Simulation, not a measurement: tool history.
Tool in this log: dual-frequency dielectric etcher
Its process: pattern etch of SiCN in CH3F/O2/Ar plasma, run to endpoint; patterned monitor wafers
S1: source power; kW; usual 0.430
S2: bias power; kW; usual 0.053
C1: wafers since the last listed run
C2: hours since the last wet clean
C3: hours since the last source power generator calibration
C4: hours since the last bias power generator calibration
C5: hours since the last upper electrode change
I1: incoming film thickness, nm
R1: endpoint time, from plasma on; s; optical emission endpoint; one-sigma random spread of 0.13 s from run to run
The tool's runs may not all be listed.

| run | hour | S1 | S2 | C1 | C2 | C3 | C4 | C5 | I1 | R1 |
|---|---|---|---|---|---|---|---|---|---|---|
| 1 | 0.0 | 0.380 | 0.046 | 0 | 321.8 | 3324.1 | 1536.8 | 4161.0 | 12.04 | 36.2 |
| 2 | 6.1 | 0.430 | 0.053 | 101 | 327.9 | 3330.2 | 1542.9 | 4167.1 | 12.04 | 33.2 |
| 3 | 17.7 | 0.430 | 0.053 | 192 | 339.5 | 3341.8 | 1554.5 | 4178.7 | 11.96 | 32.8 |
| 4 | 27.7 | 0.430 | 0.053 | 166 | 349.5 | 3351.8 | 1564.5 | 4188.7 | 12.10 | 33.4 |
| 5 | 41.9 | 0.430 | 0.053 | 235 | 363.7 | 3366.0 | 1578.7 | 4202.9 | 11.91 | 32.9 |
| 6 | 53.1 | 0.430 | 0.053 | 185 | 374.9 | 3377.2 | 1589.9 | 4214.1 | 12.02 | 33.2 |
| 7 | 69.6 | 0.430 | 0.053 | 273 | 391.4 | 3393.7 | 1606.4 | 4230.6 | 12.02 | 33.1 |
| 8 | 86.9 | 0.430 | 0.048 | 287 | 408.7 | 3411.0 | 1623.7 | 4247.9 | 12.06 | 34.1 |
| 9 | 99.6 | 0.430 | 0.048 | 210 | 421.4 | 3423.7 | 1636.4 | 4260.6 | 12.05 | 34.3 |
| 10 | 141.3 | 0.430 | 0.048 | 692 | 463.1 | 3465.4 | 1678.1 | 4302.3 | 11.95 | 33.8 |
| 11 | 154.8 | 0.430 | 0.053 | 224 | 476.6 | 3478.9 | 1691.6 | 4315.8 | 12.03 | 32.9 |
| 12 | 166.5 | 0.430 | 0.053 | 194 | 488.3 | 3490.6 | 1703.3 | 4327.5 | 12.02 | 32.7 |
| 13 | 180.5 | 0.480 | 0.053 | 232 | 502.3 | 3504.6 | 1717.3 | 4341.5 | 12.04 | 31.5 |
|  | 207.3 | wet clean of the chamber |
| 14 | 207.8 | 0.480 | 0.053 | 54 | 0.5 | 3531.9 | 1744.6 | 4368.8 | 11.92 | 32.3 |
| 15 | 208.1 | 0.480 | 0.053 | 4 | 0.8 | 3532.2 | 1744.9 | 4369.1 | 11.90 | 32.0 |
| 16 | 214.5 | 0.430 | 0.053 | 106 | 7.2 | 3538.6 | 1751.3 | 4375.5 | 11.99 | 33.6 |
| 17 | 231.5 | 0.460 | 0.060 | 282 | 24.2 | 3555.6 | 1768.3 | 4392.5 | 12.05 | 31.9 |
| 18 | 247.6 | 0.460 | 0.049 | 267 | 40.3 | 3571.7 | 1784.4 | 4408.6 | 12.07 | 34.0 |
| 19 | 261.8 | 0.430 | 0.048 | 235 | 54.5 | 3585.9 | 1798.6 | 4422.8 | 12.08 | 34.8 |
| 20 | 278.7 | 0.470 | 0.057 | 280 | 71.4 | 3602.8 | 1815.5 | 4439.7 | 11.92 | 31.6 |
| 21 | 289.1 | 0.430 | 0.053 | 172 | 81.8 | 3613.2 | 1825.9 | 4450.1 | 11.98 | 33.8 |
| 22 | 295.8 | 0.380 | 0.046 | 111 | 88.5 | 3619.9 | 1832.6 | 4456.8 | 11.96 | 36.3 |
| 23 | 310.4 | 0.320 | 0.060 | 242 | 103.1 | 3634.5 | 1847.2 | 4471.4 | 11.96 | 36.3 |
|  | 317.5 | source power generator calibrated |
|  | 340.1 | upper electrode replaced |
| 24 | 340.6 | 0.430 | 0.053 | 59 | 133.3 | 23.1 | 1877.4 | 0.5 | 12.04 | 33.7 |
| 25 | 341.0 | 0.350 | 0.056 | 6 | 133.7 | 23.5 | 1877.8 | 0.9 | 11.95 | 35.5 |
|  | 350.9 | bias power generator calibrated |
| 26 | 351.4 | 0.480 | 0.062 | 106 | 144.1 | 33.9 | 0.5 | 11.3 | 11.97 | 30.7 |
| 27 | 367.8 | 0.520 | 0.066 | 272 | 160.5 | 50.3 | 16.9 | 27.7 | 11.97 | 29.3 |
| 28 | 382.6 | 0.500 | 0.040 | 245 | 175.3 | 65.1 | 31.7 | 42.5 | 11.89 | 33.7 |
| 29 | 400.0 | 0.490 | 0.062 | 288 | 192.7 | 82.5 | 49.1 | 59.9 | 12.03 | 30.5 |
| 30 | 409.2 | 0.490 | 0.053 | 152 | 201.9 | 91.7 | 58.3 | 69.1 | 12.04 | 32.1 |
| 31 | 425.3 | 0.390 | 0.061 | 267 | 218.0 | 107.8 | 74.4 | 85.2 | 12.01 | 33.5 |
| 32 | 439.1 | 0.430 | 0.053 | 229 | 231.8 | 121.6 | 88.2 | 99.0 | 11.90 | 33.1 |
| 33 | 447.2 | 0.360 | 0.064 | 134 | 239.9 | 129.7 | 96.3 | 107.1 | 12.03 | 33.7 |
| 34 | 463.4 | 0.480 | 0.064 | 268 | 256.1 | 145.9 | 112.5 | 123.3 | 11.93 | 30.1 |

Selected run-to-run steps in R1, each split into two signed amounts: the part the tool would show with no hidden state at all (from settings, incoming material and random variation), and the remainder, which goes to the hidden state together with any gauge scatter not common to the measured and the hidden-state-free results:
Hidden state at play: etch rate over this chamber's usual, %; source power that arrives over what is set, %; bias power that arrives over what is set, %.
Run 6 -> 7: settings left as they were, no log entry in between. R1 -0.1 s: hidden state -0.1, all else +0.0.
Run 8 -> 9: settings left as they were, no log entry in between. R1 +0.2 s: hidden state -0.1, all else +0.3.
Run 13 -> 14: wet clean of the chamber. R1 +0.8 s: hidden state +0.8, all else +0.0.
Run 25 -> 26: S1 0.350 -> 0.480, S2 0.056 -> 0.062, bias power generator calibrated. R1 -4.8 s: hidden state +0.0, all else -4.8.
Run 27 -> 28: S1 0.520 -> 0.500, S2 0.066 -> 0.040. R1 +4.4 s: hidden state -0.1, all else +4.5.
Run 33 -> 34: S1 0.360 -> 0.480. R1 -3.6 s: hidden state +0.1, all else -3.7.
